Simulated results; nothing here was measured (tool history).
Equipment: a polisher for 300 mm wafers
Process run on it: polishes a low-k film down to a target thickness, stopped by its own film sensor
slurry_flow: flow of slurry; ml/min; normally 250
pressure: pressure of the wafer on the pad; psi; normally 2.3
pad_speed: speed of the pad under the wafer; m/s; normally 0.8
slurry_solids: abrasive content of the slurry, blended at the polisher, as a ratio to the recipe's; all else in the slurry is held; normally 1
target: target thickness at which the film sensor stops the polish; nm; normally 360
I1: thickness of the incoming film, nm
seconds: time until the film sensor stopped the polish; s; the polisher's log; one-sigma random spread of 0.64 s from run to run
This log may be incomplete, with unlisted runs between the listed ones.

{"run": 1, "day": 0.0, "slurry_flow": 250, "pressure": 2.3, "pad_speed": 0.8, "slurry_solids": 1, "target": 360, "I1": 395.7, "seconds": 86.8}
{"run": 2, "day": 1.496, "slurry_flow": 250, "pressure": 2.3, "pad_speed": 0.8, "slurry_solids": 1, "target": 360, "I1": 390.5, "seconds": 72.2}
{"run": 3, "day": 2.95, "slurry_flow": 250, "pressure": 2.3, "pad_speed": 0.8, "slurry_solids": 1, "target": 360, "I1": 396.1, "seconds": 87}
{"run": 4, "day": 3.475, "slurry_flow": 250, "pressure": 2.3, "pad_speed": 0.8, "slurry_solids": 1, "target": 360, "I1": 392.5, "seconds": 77.1}
{"day": 3.679, "done": "conditioning disc replaced and pad reconditioned"}
{"day": 4.012, "done": "slurry blender recalibrated"}
{"run": 5, "day": 4.338, "slurry_flow": 250, "pressure": 2.3, "pad_speed": 0.8, "slurry_solids": 1, "target": 360, "I1": 389.6, "seconds": 71.2}
{"day": 4.75, "done": "worn pad replaced by a new one"}
{"run": 6, "day": 5.092, "slurry_flow": 250, "pressure": 2.3, "pad_speed": 0.8, "slurry_solids": 1, "target": 360, "I1": 393, "seconds": 79.7}
{"run": 7, "day": 6.192, "slurry_flow": 250, "pressure": 2.3, "pad_speed": 0.8, "slurry_solids": 1, "target": 360, "I1": 384.6, "seconds": 58.8}
{"run": 8, "day": 6.792, "slurry_flow": 250, "pressure": 2.3, "pad_speed": 0.8, "slurry_solids": 1, "target": 360, "I1": 394.2, "seconds": 81.3}
{"run": 9, "day": 8.142, "slurry_flow": 250, "pressure": 1.9, "pad_speed": 0.8, "slurry_solids": 1, "target": 360, "I1": 387.4, "seconds": 78.2}
{"day": 10.592, "done": "worn pad replaced by a new one"}
{"day": 10.846, "done": "slurry blender recalibrated"}
{"run": 10, "day": 12.171, "slurry_flow": 250, "pressure": 2.3, "pad_speed": 0.8, "slurry_solids": 1, "target": 360, "I1": 383.3, "seconds": 57}
{"run": 11, "day": 13.138, "slurry_flow": 250, "pressure": 2.3, "pad_speed": 0.8, "slurry_solids": 1, "target": 360, "I1": 397.6, "seconds": 90.4}
{"day": 13.325, "done": "conditioning disc replaced and pad reconditioned"}
{"run": 12, "day": 13.708, "slurry_flow": 250, "pressure": 1.8, "pad_speed": 0.8, "slurry_solids": 1, "target": 354, "I1": 385.4, "seconds": 94.8}
{"run": 13, "day": 15.071, "slurry_flow": 250, "pressure": 2.3, "pad_speed": 0.8, "slurry_solids": 1, "target": 360, "I1": 382.8, "seconds": 55}
{"day": 16.379, "done": "worn pad replaced by a new one"}
{"run": 14, "day": 17.067, "slurry_flow": 250, "pressure": 2.3, "pad_speed": 0.8, "slurry_solids": 1, "target": 360, "I1": 389.4, "seconds": 72.7}
{"day": 17.271, "done": "slurry blender recalibrated"}
{"run": 15, "day": 17.717, "slurry_flow": 250, "pressure": 2.3, "pad_speed": 0.8, "slurry_solids": 1, "target": 360, "I1": 395.8, "seconds": 88.2}
{"run": 16, "day": 18.783, "slurry_flow": 340, "pressure": 2.3, "pad_speed": 0.8, "slurry_solids": 1.2, "target": 360, "I1": 384.5, "seconds": 53}
{"run": 17, "day": 20.271, "slurry_flow": 250, "pressure": 1.9, "pad_speed": 0.8, "slurry_solids": 1.2, "target": 367, "I1": 389.6, "seconds": 61.3}
{"day": 21.4, "done": "conditioning disc replaced and pad reconditioned"}
{"run": 18, "day": 21.421, "slurry_flow": 340, "pressure": 2.3, "pad_speed": 0.8, "slurry_solids": 1.2, "target": 360, "I1": 393.7, "seconds": 74.6}
{"day": 21.517, "done": "head pressure recalibrated"}
{"day": 22.408, "done": "worn pad replaced by a new one"}
{"day": 22.454, "done": "slurry blender recalibrated"}
{"day": 23.6, "done": "slurry nozzle cleaned"}
{"run": 19, "day": 23.988, "slurry_flow": 250, "pressure": 2.3, "pad_speed": 0.8, "slurry_solids": 1, "target": 360, "I1": 388.1, "seconds": 67.2}
{"run": 20, "day": 24.629, "slurry_flow": 250, "pressure": 2.3, "pad_speed": 0.64, "slurry_solids": 1.25, "target": 360, "I1": 394.3, "seconds": 85.9}
{"run": 21, "day": 25.167, "slurry_flow": 315, "pressure": 2.3, "pad_speed": 0.62, "slurry_solids": 0.75, "target": 357, "I1": 389.2, "seconds": 104.2}
{"run": 22, "day": 26.346, "slurry_flow": 195, "pressure": 2.3, "pad_speed": 0.8, "slurry_solids": 1, "target": 360, "I1": 395.9, "seconds": 88.6}
{"run": 23, "day": 26.908, "slurry_flow": 180, "pressure": 2.3, "pad_speed": 0.8, "slurry_solids": 1.25, "target": 360, "I1": 386.7, "seconds": 59.8}
{"day": 27.638, "done": "worn pad replaced by a new one"}
{"run": 24, "day": 27.829, "slurry_flow": 210, "pressure": 1.6, "pad_speed": 0.8, "slurry_solids": 0.85, "target": 353, "I1": 382.8, "seconds": 107.7}
{"run": 25, "day": 28.967, "slurry_flow": 250, "pressure": 2.9, "pad_speed": 0.56, "slurry_solids": 1, "target": 363, "I1": 395.6, "seconds": 79}
{"day": 29.233, "done": "slurry blender recalibrated"}
{"day": 30.517, "done": "conditioning disc replaced and pad reconditioned"}
{"run": 26, "day": 30.538, "slurry_flow": 250, "pressure": 2.3, "pad_speed": 0.58, "slurry_solids": 1, "target": 360, "I1": 381.7, "seconds": 62.9}

Alternative continuations, all from the tool just after run 26; predict every row:
{"run": "A", "day": 30.554, "slurry_flow": 250, "pressure": 2.3, "pad_speed": 0.8, "slurry_solids": 1, "target": 360, "I1": 391.7, "seconds": "?"}
{"run": "B", "day": 30.554, "slurry_flow": 250, "pressure": 2.3, "pad_speed": 1, "slurry_solids": 1, "target": 351, "I1": 391.7, "seconds": "?"}
{"run": "C", "day": 30.554, "slurry_flow": 170, "pressure": 2.3, "pad_speed": 0.9, "slurry_solids": 1, "target": 360, "I1": 391.7, "seconds": "?"}

run=A seconds=76.4
run=B seconds=84.7
run=C seconds=74.2
With the hidden condition removed and each run's random variation left untouched, the same runs would have given:
run=A seconds=75.7
run=B seconds=83.9
run=C seconds=73.3
